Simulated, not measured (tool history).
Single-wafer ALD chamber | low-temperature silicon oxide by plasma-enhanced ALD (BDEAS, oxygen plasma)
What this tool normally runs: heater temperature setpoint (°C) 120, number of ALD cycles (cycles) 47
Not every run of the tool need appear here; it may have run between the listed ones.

run	hour	heater temperature setpoint (°C)	number of ALD cycles (cycles)	wafers since the last listed run	hours since the last thermocouple change	hours since the gauge calibration	read-back reference wafer on the same gauge, thickness_nm	mean film thickness on the monitor wafer (Å)
1	0	120	47	0	1226.3	1643.1	6.068	57.93
2	76.9	109	47	291	1303.2	1720	6.067	59.14
3	123.3	120	42	175	1349.6	1766.4	6.069	51.9
4	203.9	120	42	305	1430.2	1847	6.069	51.78
5	292.9	120	42	336	1519.2	1936	6.074	51.61
6	370.1	116	47	292	1596.4	2013.2	6.064	58.17
# hour 388.8: thermocouple changed; heater temperature recalibrated
# hour 401: gauge calibrated
7	417.8	120	43	150	29	16.8	6.071	53.56
8	716.4	120	50	1130	327.6	315.4	6.072	62.2
9	791.7	120	50	285	402.9	390.7	6.074	61.73
10	869	120	50	292	480.2	468	6.066	61.79
11	961.2	123	47	349	572.4	560.2	6.073	57.91
12	1044.5	120	47	315	655.7	643.5	6.072	57.95
13	1104.7	120	47	227	715.9	703.7	6.07	57.74
14	1151.6	120	41	177	762.8	750.6	6.071	50.52
15	1239.3	120	41	332	850.5	838.3	6.068	50.56
16	1339.6	120	41	379	950.8	938.6	6.07	50.6
17	1426.3	120	40	328	1037.5	1025.3	6.07	49.45
18	1471.8	120	40	172	1083	1070.8	6.066	49.35
19	1545.4	120	40	278	1156.6	1144.4	6.068	49.47
20	1628.7	110	40	315	1239.9	1227.7	6.068	50.57
21	1740.7	120	47	424	1351.9	1339.7	6.069	58.05
22	1795.4	109	39	207	1406.6	1394.4	6.073	49.2
23	1840.2	126	40	169	1451.4	1439.2	6.076	48.95
24	1932.4	120	39	349	1543.6	1531.4	6.068	48.06
25	1982.5	131	47	189	1593.7	1581.5	6.072	56.54
26	2035.3	127	38	199	1646.5	1634.3	6.069	46.34
# hour 2130.9: thermocouple changed; heater temperature recalibrated
# hour 2319.7: gauge calibrated
27	2358.4	135	38	1193	227.5	38.7	6.068	45.72
28	2421.4	107	55	238	290.5	101.7	6.068	69.74
29	2496.4	106	51	283	365.5	176.7	6.073	64.81
30	2544.3	128	53	181	413.4	224.6	6.073	64.97
31	2649	115	51	396	518.1	329.3	6.07	63.55
32	2744.5	120	50	361	613.6	424.8	6.071	61.64
33	2790.8	115	51	175	659.9	471.1	6.07	63.4
34	2827.6	120	47	139	696.7	507.9	6.071	57.8
35	2891.2	128	40	240	760.3	571.5	6.069	48.66
36	2941.4	120	47	190	810.5	621.7	6.069	58.01
37	3018.6	108	47	292	887.7	698.9	6.072	58.9
38	3057	106	47	145	926.1	737.3	6.068	59.41
39	3105.1	133	47	182	974.2	785.4	6.071	56.48

Run-by-run hidden state of the tool:
gauge reads high (%): 0 across all the runs
H1: wafer temperature above the value expected at the setpoint (K)
run	H1
1	6.35
2	6.45
3	6.51
4	6.59
5	6.67
6	6.73
7	-0.197
8	2.17
9	2.6
10	2.99
11	3.4
12	3.71
13	3.91
14	4.06
15	4.3
16	4.53
17	4.71
18	4.79
19	4.91
20	5.03
21	5.16
22	5.22
23	5.26
24	5.34
25	5.38
26	5.42
27	2.48
28	2.91
29	3.37
30	3.63
31	4.14
32	4.53
33	4.7
34	4.83
35	5.03
36	5.17
37	5.37
38	5.45
39	5.56
